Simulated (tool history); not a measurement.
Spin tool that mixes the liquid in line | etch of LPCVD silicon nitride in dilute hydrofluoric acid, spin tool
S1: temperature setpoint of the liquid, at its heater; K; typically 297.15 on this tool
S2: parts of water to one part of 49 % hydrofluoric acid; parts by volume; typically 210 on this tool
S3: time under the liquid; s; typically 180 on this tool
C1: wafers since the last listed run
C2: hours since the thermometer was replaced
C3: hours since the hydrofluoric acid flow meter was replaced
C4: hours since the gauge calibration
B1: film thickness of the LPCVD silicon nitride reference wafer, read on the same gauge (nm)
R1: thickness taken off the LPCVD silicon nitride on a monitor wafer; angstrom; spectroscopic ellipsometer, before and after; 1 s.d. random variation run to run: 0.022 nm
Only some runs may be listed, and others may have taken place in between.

run   hour      S1   S2   S3   C1      C2     C3     C4       B1    R1
  1      0  297.15  210  180    0    2436  167.5  514.6  129.973  4.22
  2   25.3  300.65  210  180  149  2461.3  192.8  539.9  130.016  5.43
  3     55  300.65  210  180  175    2491  222.5  569.6  129.995  4.77
  4   90.5  297.15  210  180  209  2526.5    258  605.1  129.989  4.23
  5  123.7  297.15  210  180  195  2559.7  291.2  638.3  129.972  3.94
  6  156.7  297.15  210  180  194  2592.7  324.2  671.3  129.972  3.96
  7  181.4  297.15  210  180  145  2617.4  348.9    696  129.989  4.19
  8  211.7  297.15  210  145  178  2647.7  379.2  726.3  129.991  3.53
  9  232.6  295.65  135  180  123  2668.6  400.1  747.2  129.993  5.95
 10  261.4  297.15  125  180  169  2697.4  428.9    776   130.02   6.7
 11  280.6  297.15  125  180  113  2716.6  448.1  795.2  130.014  6.91
 12  294.9  297.15  210  180   84  2730.9  462.4  809.5  130.015  4.12
 13  385.6  299.65  210  180  535  2821.6  553.1  900.2      130  4.77
     397.8  -- gauge calibrated
 14  397.8  297.15  210  180   71  2833.8  565.3      0      130  4.18
 15  411.6  297.15  210  240   81  2847.6  579.1   13.8  130.008   6.2
 16  447.4  297.15  210  180  211  2883.4  614.9   49.6  129.995  3.58
 17  482.7  299.15  210  215  208  2918.7  650.2   84.9  130.016  5.82
     501.4  -- thermometer replaced
 18    508  300.15  160  240  143     6.6  675.5  110.2  130.043  8.48
 19  540.2  297.15  210  180  189    38.8  707.7  142.4   130.04  4.26
 20  560.9  300.15  160  240  122    59.5  728.4  163.1  129.985  9.51
 21  595.2  302.15  210  150  202    93.8  762.7  197.4  129.995  4.78
     613.3  -- hydrofluoric acid flow meter replaced
 22  666.1  293.15  285  180  412   164.7   52.8  268.3  129.961  2.55
 23  701.3  297.15  210  180  207   199.9     88  303.5  129.997  4.14
 24    714  293.65  300  220   74   212.6  100.7  316.2  129.996   2.8
 25  749.1  297.15  210  260  207   247.7  135.8  351.3  130.033  5.47
 26  775.7  297.15  280  180  156   274.3  162.4  377.9  129.974  3.02
 27  790.5  294.65  260   90   87   289.1  177.2  392.7  129.977  1.49
 28  814.8  295.15  210  180  143   313.4  201.5    417  130.023  3.73
 29  831.6  297.15  210   85   99   330.2  218.3  433.8  129.978  1.99

State the hidden condition of the tool at each of the runs:
liquid colder than its thermometer reads (K): 0 on each run
hydrofluoric acid flow above the setpoint (%): 0 on each run
gauge reads high (%): 0 on each run
